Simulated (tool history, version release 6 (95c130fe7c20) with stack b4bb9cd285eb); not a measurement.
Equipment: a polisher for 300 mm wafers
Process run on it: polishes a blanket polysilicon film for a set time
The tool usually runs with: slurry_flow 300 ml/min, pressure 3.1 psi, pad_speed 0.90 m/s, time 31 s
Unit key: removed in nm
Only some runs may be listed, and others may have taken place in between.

| run | hour | slurry_flow | pressure | pad_speed | time | wafers since the last listed run | wafers polished on this pad | hours since the slurry nozzle was cleaned | hours since the head pressure was calibrated | incoming thickness of the incoming film, nm | removed |
|---|---|---|---|---|---|---|---|---|---|---|---|
| 1 | 0.0 | 300 | 3.1 | 0.70 | 26 | 0 | 1144 | 711.6 | 518.8 | 1839.7 | 188.9 |
| 2 | 7.7 | 300 | 3.1 | 0.70 | 26 | 117 | 1261 | 719.3 | 526.5 | 1824.5 | 183.8 |
| 3 | 24.7 | 300 | 3.1 | 0.70 | 26 | 258 | 1519 | 736.3 | 543.5 | 1826.5 | 176.6 |
| 4 | 33.8 | 240 | 3.1 | 0.90 | 31 | 138 | 1658 | 745.4 | 552.6 | 1853.9 | 245.5 |
| 5 | 46.6 | 240 | 3.1 | 0.90 | 31 | 194 | 1852 | 758.2 | 565.4 | 1818.3 | 232.0 |
| 6 | 61.0 | 300 | 3.1 | 1.14 | 31 | 218 | 2071 | 772.6 | 579.8 | 1843.4 | 273.4 |
|  | 65.0 | worn pad replaced by a new one |
|  | 73.9 | slurry nozzle cleaned |
| 7 | 74.4 | 300 | 3.1 | 1.14 | 31 | 127 | 127 | 0.5 | 593.2 | 1822.4 | 319.8 |
| 8 | 80.7 | 300 | 3.1 | 1.14 | 31 | 95 | 223 | 6.8 | 599.5 | 1844.3 | 321.7 |
| 9 | 98.3 | 300 | 3.1 | 0.90 | 31 | 267 | 490 | 24.4 | 617.1 | 1865.8 | 270.6 |
| 10 | 111.5 | 300 | 3.1 | 0.90 | 31 | 200 | 691 | 37.6 | 630.3 | 1852.7 | 270.4 |
| 11 | 119.0 | 300 | 3.1 | 0.90 | 31 | 114 | 805 | 45.1 | 637.8 | 1824.7 | 274.4 |
| 12 | 130.8 | 300 | 3.1 | 0.90 | 31 | 179 | 984 | 56.9 | 649.6 | 1862.6 | 276.4 |
| 13 | 138.7 | 300 | 3.1 | 0.90 | 31 | 120 | 1105 | 64.8 | 657.5 | 1860.2 | 265.8 |
| 14 | 150.9 | 300 | 3.1 | 0.90 | 31 | 185 | 1290 | 77.0 | 669.7 | 1854.9 | 270.1 |
| 15 | 168.7 | 300 | 3.1 | 0.90 | 31 | 270 | 1561 | 94.8 | 687.5 | 1821.2 | 254.6 |
| 16 | 186.4 | 250 | 2.3 | 0.68 | 22 | 269 | 1830 | 112.5 | 705.2 | 1824.9 | 110.9 |
|  | 197.8 | worn pad replaced by a new one |
| 17 | 203.9 | 300 | 3.1 | 0.90 | 31 | 205 | 92 | 130.0 | 722.7 | 1831.2 | 268.2 |
| 18 | 212.9 | 345 | 3.1 | 1.00 | 25 | 136 | 229 | 139.0 | 731.7 | 1865.4 | 238.0 |
|  | 239.3 | head pressure recalibrated |
| 19 | 239.8 | 300 | 3.6 | 0.90 | 40 | 378 | 607 | 165.9 | 0.5 | 1882.3 | 368.0 |
| 20 | 252.5 | 300 | 3.9 | 0.90 | 31 | 193 | 800 | 178.6 | 13.2 | 1829.2 | 305.3 |
| 21 | 264.8 | 300 | 3.1 | 0.90 | 31 | 187 | 987 | 190.9 | 25.5 | 1850.1 | 243.5 |
| 22 | 273.6 | 395 | 3.8 | 1.06 | 36 | 133 | 1121 | 199.7 | 34.3 | 1844.1 | 377.4 |
| 23 | 288.6 | 300 | 3.1 | 0.90 | 31 | 228 | 1349 | 214.7 | 49.3 | 1861.6 | 234.6 |
| 24 | 297.9 | 390 | 3.9 | 1.00 | 31 | 141 | 1491 | 224.0 | 58.6 | 1855.0 | 319.8 |
| 25 | 314.3 | 300 | 3.1 | 0.90 | 31 | 249 | 1740 | 240.4 | 75.0 | 1821.0 | 226.5 |
| 26 | 320.4 | 300 | 3.1 | 1.06 | 31 | 92 | 1833 | 246.5 | 81.1 | 1881.0 | 248.1 |
|  | 337.1 | worn pad replaced by a new one |
| 27 | 337.6 | 300 | 3.1 | 0.90 | 31 | 200 | 7 | 263.7 | 98.3 | 1831.5 | 258.6 |
| 28 | 347.2 | 300 | 3.1 | 0.90 | 31 | 145 | 153 | 273.3 | 107.9 | 1863.2 | 256.8 |
| 29 | 359.7 | 300 | 2.0 | 0.74 | 31 | 190 | 343 | 285.8 | 120.4 | 1831.9 | 153.1 |

Run 30 is up next; what results do you expect?
| 30 | 377.4 | 300 | 3.1 | 1.16 | 31 | 269 | 612 | 303.5 | 138.1 | 1864.2 | ? |

{"run 30": {"removed": 303.8}}
Had the tool carried no hidden state, the very same run would have given removed 306.1 nm.
